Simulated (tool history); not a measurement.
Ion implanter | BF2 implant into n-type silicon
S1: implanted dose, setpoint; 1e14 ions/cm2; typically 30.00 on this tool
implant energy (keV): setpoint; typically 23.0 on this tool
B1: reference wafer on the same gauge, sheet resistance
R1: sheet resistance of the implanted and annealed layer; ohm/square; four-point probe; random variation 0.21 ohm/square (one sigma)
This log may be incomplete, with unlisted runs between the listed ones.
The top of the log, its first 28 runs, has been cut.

{"run": 29, "hour": 803.4, "S1": 37.42, "implant energy (keV)": 23.0, "B1": 131.96, "R1": 138.47}
{"run": 30, "hour": 835.4, "S1": 30.0, "implant energy (keV)": 23.0, "B1": 132.02, "R1": 141.05}
{"run": 31, "hour": 852.9, "S1": 37.07, "implant energy (keV)": 23.0, "B1": 131.96, "R1": 138.66}
{"run": 32, "hour": 877.0, "S1": 30.0, "implant energy (keV)": 23.0, "B1": 132.02, "R1": 141.19}
{"run": 33, "hour": 902.4, "S1": 32.68, "implant energy (keV)": 27.0, "B1": 131.99, "R1": 130.04}
{"run": 34, "hour": 937.3, "S1": 30.0, "implant energy (keV)": 23.0, "B1": 131.95, "R1": 141.21}
{"run": 35, "hour": 955.1, "S1": 32.6, "implant energy (keV)": 29.5, "B1": 132.02, "R1": 124.13}
{"run": 36, "hour": 973.7, "S1": 22.77, "implant energy (keV)": 23.0, "B1": 131.96, "R1": 144.03}
{"run": 37, "hour": 1067.5, "S1": 22.76, "implant energy (keV)": 28.0, "B1": 131.95, "R1": 130.24}

What if the next run were any one of these 4? Each begins from the tool's condition after run 37:
{"run": "A", "hour": 1067.9, "S1": 30.0, "implant energy (keV)": 23.0, "B1": "?", "R1": "?"}
{"run": "B", "hour": 1067.9, "S1": 34.41, "implant energy (keV)": 23.0, "B1": "?", "R1": "?"}
{"run": "C", "hour": 1067.9, "S1": 33.89, "implant energy (keV)": 16.0, "B1": "?", "R1": "?"}
{"run": "D", "hour": 1067.9, "S1": 36.35, "implant energy (keV)": 23.0, "B1": "?", "R1": "?"}

run=A B1=132.00 R1=141.28
run=B B1=132.00 R1=139.74
run=C B1=132.00 R1=164.59
run=D B1=132.00 R1=139.01
Without the tool's unlogged condition, the same runs would have read:
run=A R1=139.94
run=B R1=138.42
run=C R1=163.17
run=D R1=137.71
